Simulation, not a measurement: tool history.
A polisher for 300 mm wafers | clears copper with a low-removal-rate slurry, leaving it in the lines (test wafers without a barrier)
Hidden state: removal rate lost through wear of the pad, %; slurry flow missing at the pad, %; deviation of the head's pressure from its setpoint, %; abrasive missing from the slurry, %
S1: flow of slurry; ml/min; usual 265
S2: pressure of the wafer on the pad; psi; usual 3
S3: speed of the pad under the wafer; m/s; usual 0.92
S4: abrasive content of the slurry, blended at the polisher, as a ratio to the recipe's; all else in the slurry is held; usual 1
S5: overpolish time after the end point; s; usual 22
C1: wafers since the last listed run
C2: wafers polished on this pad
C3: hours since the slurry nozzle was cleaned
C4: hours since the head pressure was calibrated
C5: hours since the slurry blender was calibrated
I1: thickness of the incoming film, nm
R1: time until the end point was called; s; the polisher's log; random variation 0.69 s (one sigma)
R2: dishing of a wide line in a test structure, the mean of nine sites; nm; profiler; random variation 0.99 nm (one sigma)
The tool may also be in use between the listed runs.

| run | hour | S1 | S2 | S3 | S4 | S5 | C1 | C2 | C3 | C4 | C5 | I1 | R1 | R2 |
|---|---|---|---|---|---|---|---|---|---|---|---|---|---|---|
| 1 | 0 | 265 | 3 | 0.92 | 1 | 22 | 0 | 272 | 659.4 | 582.6 | 163.9 | 214.7 | 95.7 | 37.6 |
| 2 | 14.5 | 265 | 3 | 0.92 | 1 | 17 | 134 | 407 | 673.9 | 597.1 | 178.4 | 212.8 | 97.7 | 28.9 |
| 3 | 25.7 | 265 | 3 | 0.92 | 1 | 17 | 104 | 511 | 685.1 | 608.3 | 189.6 | 207.1 | 96.8 | 29.2 |
| 4 | 35 | 265 | 3 | 0.92 | 1 | 22 | 86 | 598 | 694.4 | 617.6 | 198.9 | 210.7 | 100.5 | 36.4 |
|  | 43.8 | worn pad replaced by a new one |
|  | 43.8 | slurry nozzle cleaned |
| 5 | 44.3 | 265 | 3 | 0.92 | 1 | 22 | 49 | 4 | 0.5 | 626.9 | 208.2 | 208.4 | 87.7 | 39.4 |
| 6 | 59 | 265 | 3 | 0.92 | 1 | 22 | 136 | 141 | 15.2 | 641.6 | 222.9 | 212.6 | 95.1 | 36.3 |
|  | 67.8 | slurry blender recalibrated |
| 7 | 71.8 | 265 | 3 | 0.92 | 1 | 22 | 100 | 241 | 28 | 654.4 | 4 | 211.2 | 89.8 | 40 |
|  | 74.6 | head pressure recalibrated |
| 8 | 78.8 | 265 | 3.3 | 0.92 | 0.85 | 30 | 46 | 288 | 35 | 4.2 | 11 | 209.2 | 85.3 | 54.1 |
| 9 | 86.4 | 265 | 3.5 | 0.92 | 1 | 31 | 70 | 359 | 42.6 | 11.8 | 18.6 | 208.3 | 79.7 | 57.6 |
| 10 | 94.2 | 240 | 3 | 0.92 | 1 | 22 | 72 | 431 | 50.4 | 19.6 | 26.4 | 211.4 | 93 | 37.2 |
| 11 | 102.9 | 265 | 3 | 0.92 | 0.75 | 22 | 80 | 512 | 59.1 | 28.3 | 35.1 | 208 | 95.4 | 34.9 |
|  | 114 | worn pad replaced by a new one |
| 12 | 114.5 | 265 | 3 | 0.92 | 1 | 22 | 70 | 4 | 70.7 | 39.9 | 46.7 | 208.9 | 83.4 | 41.8 |
| 13 | 127.3 | 320 | 3.8 | 0.92 | 1.15 | 32 | 119 | 123 | 83.5 | 52.7 | 59.5 | 211.2 | 69.8 | 66.1 |
| 14 | 133.9 | 265 | 3 | 0.92 | 1.25 | 18 | 61 | 184 | 90.1 | 59.3 | 66.1 | 207 | 85 | 34.4 |

Hidden state or all else? Some run-to-run changes of R1, split into what the settings, what came in and random variation would give without the hidden state, and what is left for the hidden state (with any gauge scatter that isn't in both results):
Run 4 -> 5: worn pad replaced by a new one, slurry nozzle cleaned. R1 -12.8 s: hidden state -10.1, all else -2.7.
Run 13 -> 14: S1 320 -> 265, S2 3.8 -> 3, S4 1.15 -> 1.25, S5 32 -> 18. R1 +15.2 s: hidden state +2.6, all else +12.6.
